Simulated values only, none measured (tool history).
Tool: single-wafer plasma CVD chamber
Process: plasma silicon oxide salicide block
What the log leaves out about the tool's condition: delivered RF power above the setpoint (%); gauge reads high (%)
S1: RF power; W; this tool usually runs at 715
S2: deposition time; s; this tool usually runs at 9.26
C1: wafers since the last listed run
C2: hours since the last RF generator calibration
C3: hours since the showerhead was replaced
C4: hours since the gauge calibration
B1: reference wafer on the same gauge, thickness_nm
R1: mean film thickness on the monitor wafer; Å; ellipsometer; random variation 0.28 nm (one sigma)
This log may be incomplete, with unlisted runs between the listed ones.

run 1 hour=0 | S1=715 S2=9.26 | C1=0 C2=350.2 C3=1547.7 C4=2153.5 | B1=91.17 | R1=999
run 2 hour=37.9 | S1=715 S2=9.26 | C1=770 C2=388.1 C3=1585.6 C4=2191.4 | B1=91.024 | R1=999.53
run 3 hour=138.8 | S1=715 S2=9.26 | C1=2051 C2=489 C3=1686.5 C4=2292.3 | B1=91.139 | R1=990.29
run 4 hour=217.2 | S1=605 S2=10.58 | C1=1593 C2=567.4 C3=1764.9 C4=2370.7 | B1=91.104 | R1=1053.2
run 5 hour=268.8 | S1=715 S2=9.26 | C1=1048 C2=619 C3=1816.5 C4=2422.3 | B1=91.076 | R1=986.24
run 6 hour=350.8 | S1=715 S2=10.12 | C1=1666 C2=701 C3=1898.5 C4=2504.3 | B1=91.108 | R1=1076.13
-- hour=453.4 RF generator calibrated
run 7 hour=477.1 | S1=715 S2=9.26 | C1=2404 C2=23.7 C3=2024.8 C4=2630.6 | B1=91.177 | R1=996.71
run 8 hour=561 | S1=715 S2=9.26 | C1=1705 C2=107.6 C3=2108.7 C4=2714.5 | B1=91.137 | R1=991.5
run 9 hour=602.9 | S1=715 S2=9.26 | C1=851 C2=149.5 C3=2150.6 C4=2756.4 | B1=91.054 | R1=996.05
run 10 hour=764.8 | S1=715 S2=9.26 | C1=3291 C2=311.4 C3=2312.5 C4=2918.3 | B1=91.113 | R1=999.02
run 11 hour=851.3 | S1=715 S2=8.85 | C1=1758 C2=397.9 C3=2399 C4=3004.8 | B1=91.014 | R1=945.73
run 12 hour=897.9 | S1=715 S2=8.85 | C1=947 C2=444.5 C3=2445.6 C4=3051.4 | B1=90.971 | R1=950.42
run 13 hour=970.1 | S1=715 S2=8.07 | C1=1467 C2=516.7 C3=2517.8 C4=3123.6 | B1=91.006 | R1=861.03
run 14 hour=1077.8 | S1=715 S2=8.07 | C1=2189 C2=624.4 C3=2625.5 C4=3231.3 | B1=91.102 | R1=860.6
run 15 hour=1184.6 | S1=715 S2=9.26 | C1=2171 C2=731.2 C3=2732.3 C4=3338.1 | B1=91.044 | R1=984.38
run 16 hour=1285 | S1=715 S2=9.26 | C1=2040 C2=831.6 C3=2832.7 C4=3438.5 | B1=91.117 | R1=981.35
-- hour=1390.7 RF generator calibrated
run 17 hour=1604.2 | S1=715 S2=9.26 | C1=6326 C2=213.5 C3=3151.9 C4=3757.7 | B1=91.078 | R1=961.59
run 18 hour=1711.8 | S1=715 S2=9.26 | C1=2187 C2=321.1 C3=3259.5 C4=3865.3 | B1=91.028 | R1=964.63
run 19 hour=1792.6 | S1=715 S2=9.26 | C1=1642 C2=401.9 C3=3340.3 C4=3946.1 | B1=91.112 | R1=961.85
run 20 hour=1858.4 | S1=715 S2=9.26 | C1=1337 C2=467.7 C3=3406.1 C4=4011.9 | B1=91.02 | R1=960.27
run 21 hour=1966 | S1=715 S2=8.51 | C1=2187 C2=575.3 C3=3513.7 C4=4119.5 | B1=91.096 | R1=881.51
run 22 hour=2068.1 | S1=580 S2=7.41 | C1=2075 C2=677.4 C3=3615.8 C4=4221.6 | B1=91.205 | R1=697.73
-- hour=2083.1 gauge calibrated
-- hour=2159.4 RF generator calibrated, repeated, since the last time left the tool worse
run 23 hour=2159.9 | S1=855 S2=10.21 | C1=1703 C2=0.5 C3=3707.6 C4=76.8 | B1=91.174 | R1=1177.31
-- hour=2213.4 showerhead replaced
run 24 hour=2235 | S1=715 S2=9.26 | C1=1364 C2=75.6 C3=21.6 C4=151.9 | B1=91.148 | R1=992.68
run 25 hour=2274.1 | S1=820 S2=10.57 | C1=794 C2=114.7 C3=60.7 C4=191 | B1=91.226 | R1=1196.46
run 26 hour=2362.3 | S1=765 S2=10.64 | C1=1792 C2=202.9 C3=148.9 C4=279.2 | B1=91.212 | R1=1174.12
run 27 hour=2412.4 | S1=665 S2=10.21 | C1=1018 C2=253 C3=199 C4=329.3 | B1=91.174 | R1=1065.53
run 28 hour=2485.7 | S1=715 S2=9.26 | C1=1490 C2=326.3 C3=272.3 C4=402.6 | B1=91.042 | R1=994.61
run 29 hour=2530.3 | S1=650 S2=10.85 | C1=906 C2=370.9 C3=316.9 C4=447.2 | B1=91.075 | R1=1113.57
run 30 hour=2580.7 | S1=715 S2=8.63 | C1=1024 C2=421.3 C3=367.3 C4=497.6 | B1=91.162 | R1=921.92
run 31 hour=2641.3 | S1=835 S2=9.78 | C1=1231 C2=481.9 C3=427.9 C4=558.2 | B1=91.09 | R1=1106.54
run 32 hour=2715.4 | S1=635 S2=8.69 | C1=1506 C2=556 C3=502 C4=632.3 | B1=91.181 | R1=888.14
run 33 hour=2921.8 | S1=585 S2=10.68 | C1=4195 C2=762.4 C3=708.4 C4=838.7 | B1=91.078 | R1=1039.72
run 34 hour=3016.9 | S1=715 S2=9.26 | C1=1933 C2=857.5 C3=803.5 C4=933.8 | B1=90.975 | R1=977.83
run 35 hour=3053.3 | S1=670 S2=7.62 | C1=739 C2=893.9 C3=839.9 C4=970.2 | B1=91.131 | R1=781.59
run 36 hour=3133.4 | S1=715 S2=9.26 | C1=1628 C2=974 C3=920 C4=1050.3 | B1=91.159 | R1=971.28
-- hour=3169.4 RF generator calibrated
run 37 hour=3229 | S1=715 S2=9.26 | C1=1780 C2=59.6 C3=1015.6 C4=1145.9 | B1=91.106 | R1=999.43
run 38 hour=3285.8 | S1=715 S2=9.26 | C1=1154 C2=116.4 C3=1072.4 C4=1202.7 | B1=91.168 | R1=997.23
run 39 hour=3349.1 | S1=715 S2=9.26 | C1=1286 C2=179.7 C3=1135.7 C4=1266 | B1=91.154 | R1=997.23
run 40 hour=3420.1 | S1=820 S2=9.26 | C1=1443 C2=250.7 C3=1206.7 C4=1337 | B1=91.045 | R1=1051.42
run 41 hour=3522.2 | S1=715 S2=9.26 | C1=2075 C2=352.8 C3=1308.8 C4=1439.1 | B1=91.024 | R1=997.43
run 42 hour=3590.2 | S1=715 S2=9.26 | C1=1382 C2=420.8 C3=1376.8 C4=1507.1 | B1=91.124 | R1=993.02

How the hidden state differs across the entries between the runs, from the last listed run before each to the first after it:
In the gap between runs 6 and 7: RF generator calibrated (hour 453.4)
  delivered RF power above the setpoint (%): -2.92 -> -0.529
  what was measured, less what the result would be without the hidden state, R1: -13.21 -> -2.17 Å
In the gap between runs 16 and 17: RF generator calibrated (hour 1390.7)
  delivered RF power above the setpoint (%): -4.13 -> -7.69
  what was measured, less what the result would be without the hidden state, R1: -17.25 -> -32.54 Å
In the gap between runs 22 and 23: gauge calibrated (hour 2083.1); RF generator calibrated, repeated, since the last time left the tool worse (hour 2159.4)
  delivered RF power above the setpoint (%): -9.84 -> -0.751
  what was measured, less what the result would be without the hidden state, R1: -30.88 -> -3.65 Å
In the gap between runs 23 and 24: showerhead replaced (hour 2213.4)
  delivered RF power above the setpoint (%): -0.751 -> -0.781
  what was measured, less what the result would be without the hidden state, R1: -3.65 -> -3.19 Å
In the gap between runs 36 and 37: RF generator calibrated (hour 3169.4)
  delivered RF power above the setpoint (%): -5.69 -> -0.254
  what was measured, less what the result would be without the hidden state, R1: -23.89 -> -1.04 Å

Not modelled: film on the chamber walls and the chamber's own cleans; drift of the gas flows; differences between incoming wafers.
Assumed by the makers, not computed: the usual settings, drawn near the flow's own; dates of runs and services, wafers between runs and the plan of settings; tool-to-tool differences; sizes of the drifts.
